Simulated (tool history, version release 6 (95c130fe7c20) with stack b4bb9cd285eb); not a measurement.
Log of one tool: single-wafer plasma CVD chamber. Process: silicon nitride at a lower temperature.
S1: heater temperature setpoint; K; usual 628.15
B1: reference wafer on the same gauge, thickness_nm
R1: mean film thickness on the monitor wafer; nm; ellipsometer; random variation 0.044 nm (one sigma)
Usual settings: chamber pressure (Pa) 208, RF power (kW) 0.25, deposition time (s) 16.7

{"run": 1, "day": 0.0, "S1": 619.15, "chamber pressure (Pa)": 208, "RF power (kW)": 0.25, "deposition time (s)": 16.7, "B1": 20.488, "R1": 16.16}
{"run": 2, "day": 0.362, "S1": 619.15, "chamber pressure (Pa)": 208, "RF power (kW)": 0.25, "deposition time (s)": 16.7, "B1": 20.5, "R1": 16.169}
{"run": 3, "day": 0.654, "S1": 628.15, "chamber pressure (Pa)": 208, "RF power (kW)": 0.25, "deposition time (s)": 16.7, "B1": 20.486, "R1": 16.14}
{"run": 4, "day": 0.958, "S1": 628.15, "chamber pressure (Pa)": 208, "RF power (kW)": 0.25, "deposition time (s)": 16.7, "B1": 20.511, "R1": 16.019}
{"run": 5, "day": 1.479, "S1": 628.15, "chamber pressure (Pa)": 208, "RF power (kW)": 0.25, "deposition time (s)": 16.7, "B1": 20.509, "R1": 16.065}
{"run": 6, "day": 2.175, "S1": 628.15, "chamber pressure (Pa)": 208, "RF power (kW)": 0.25, "deposition time (s)": 16.7, "B1": 20.484, "R1": 16.038}
{"run": 7, "day": 2.742, "S1": 628.15, "chamber pressure (Pa)": 208, "RF power (kW)": 0.25, "deposition time (s)": 16.7, "B1": 20.536, "R1": 15.997}
{"run": 8, "day": 3.912, "S1": 628.15, "chamber pressure (Pa)": 208, "RF power (kW)": 0.25, "deposition time (s)": 16.7, "B1": 20.486, "R1": 15.996}
{"run": 9, "day": 4.212, "S1": 628.15, "chamber pressure (Pa)": 237, "RF power (kW)": 0.25, "deposition time (s)": 16.7, "B1": 20.502, "R1": 16.386}
{"run": 10, "day": 4.812, "S1": 628.15, "chamber pressure (Pa)": 237, "RF power (kW)": 0.25, "deposition time (s)": 16.7, "B1": 20.48, "R1": 16.334}
{"day": 5.604, "done": "thermocouple changed; heater temperature recalibrated"}
{"run": 11, "day": 5.625, "S1": 628.15, "chamber pressure (Pa)": 237, "RF power (kW)": 0.25, "deposition time (s)": 16.7, "B1": 20.504, "R1": 16.27}
{"run": 12, "day": 5.696, "S1": 628.15, "chamber pressure (Pa)": 208, "RF power (kW)": 0.25, "deposition time (s)": 16.7, "B1": 20.502, "R1": 15.952}
{"day": 5.929, "done": "gauge calibrated"}
{"run": 13, "day": 6.325, "S1": 628.15, "chamber pressure (Pa)": 208, "RF power (kW)": 0.25, "deposition time (s)": 16.7, "B1": 20.511, "R1": 15.854}
{"run": 14, "day": 7.046, "S1": 621.15, "chamber pressure (Pa)": 181, "RF power (kW)": 0.29, "deposition time (s)": 13.5, "B1": 20.505, "R1": 14.104}
{"run": 15, "day": 7.325, "S1": 628.15, "chamber pressure (Pa)": 161, "RF power (kW)": 0.275, "deposition time (s)": 16.7, "B1": 20.474, "R1": 16.3}
{"day": 7.871, "done": "RF generator calibrated"}
{"run": 16, "day": 7.892, "S1": 640.15, "chamber pressure (Pa)": 227, "RF power (kW)": 0.25, "deposition time (s)": 13.7, "B1": 20.481, "R1": 14.186}
{"run": 17, "day": 7.979, "S1": 628.15, "chamber pressure (Pa)": 208, "RF power (kW)": 0.25, "deposition time (s)": 16.7, "B1": 20.515, "R1": 17.121}
{"day": 8.379, "done": "capacitance manometer re-zeroed and calibrated"}
{"run": 18, "day": 8.708, "S1": 643.15, "chamber pressure (Pa)": 208, "RF power (kW)": 0.205, "deposition time (s)": 16.7, "B1": 20.5, "R1": 14.472}
{"run": 19, "day": 9.267, "S1": 642.15, "chamber pressure (Pa)": 237, "RF power (kW)": 0.23, "deposition time (s)": 16.7, "B1": 20.487, "R1": 16.298}
{"day": 9.983, "done": "showerhead replaced, of another model than before"}
{"run": 20, "day": 10.004, "S1": 628.15, "chamber pressure (Pa)": 208, "RF power (kW)": 0.25, "deposition time (s)": 16.7, "B1": 20.508, "R1": 17.134}
{"run": 21, "day": 10.325, "S1": 628.15, "chamber pressure (Pa)": 208, "RF power (kW)": 0.25, "deposition time (s)": 16.7, "B1": 20.516, "R1": 17.177}
{"run": 22, "day": 10.758, "S1": 628.15, "chamber pressure (Pa)": 257, "RF power (kW)": 0.25, "deposition time (s)": 16.7, "B1": 20.506, "R1": 18.332}
{"run": 23, "day": 11.4, "S1": 628.15, "chamber pressure (Pa)": 208, "RF power (kW)": 0.25, "deposition time (s)": 16.7, "B1": 20.504, "R1": 17.108}
{"run": 24, "day": 11.888, "S1": 635.15, "chamber pressure (Pa)": 208, "RF power (kW)": 0.25, "deposition time (s)": 16.7, "B1": 20.502, "R1": 17.088}
{"run": 25, "day": 12.458, "S1": 639.15, "chamber pressure (Pa)": 208, "RF power (kW)": 0.21, "deposition time (s)": 16.7, "B1": 20.522, "R1": 15.302}
{"day": 12.704, "done": "gauge calibrated"}
{"run": 26, "day": 12.992, "S1": 628.15, "chamber pressure (Pa)": 208, "RF power (kW)": 0.25, "deposition time (s)": 16.7, "B1": 20.517, "R1": 17.124}
{"run": 27, "day": 13.462, "S1": 628.15, "chamber pressure (Pa)": 252, "RF power (kW)": 0.28, "deposition time (s)": 16.7, "B1": 20.484, "R1": 19.518}

3 ways to go on from here, each from the tool as it stands after run 27. What would each give?
{"run": "A", "day": 13.479, "S1": 628.15, "chamber pressure (Pa)": 208, "RF power (kW)": 0.25, "deposition time (s)": 16.7, "B1": "?", "R1": "?"}
{"run": "B", "day": 13.479, "S1": 633.15, "chamber pressure (Pa)": 249, "RF power (kW)": 0.265, "deposition time (s)": 18.3, "B1": "?", "R1": "?"}
{"run": "C", "day": 13.479, "S1": 636.15, "chamber pressure (Pa)": 244, "RF power (kW)": 0.28, "deposition time (s)": 17.7, "B1": "?", "R1": "?"}

run=A B1=20.5 R1=17.098
run=B B1=20.5 R1=20.56
run=C B1=20.5 R1=20.406
Without the tool's hidden state the same runs would have given:
run=A R1=17.151
run=B R1=20.623
run=C R1=20.466
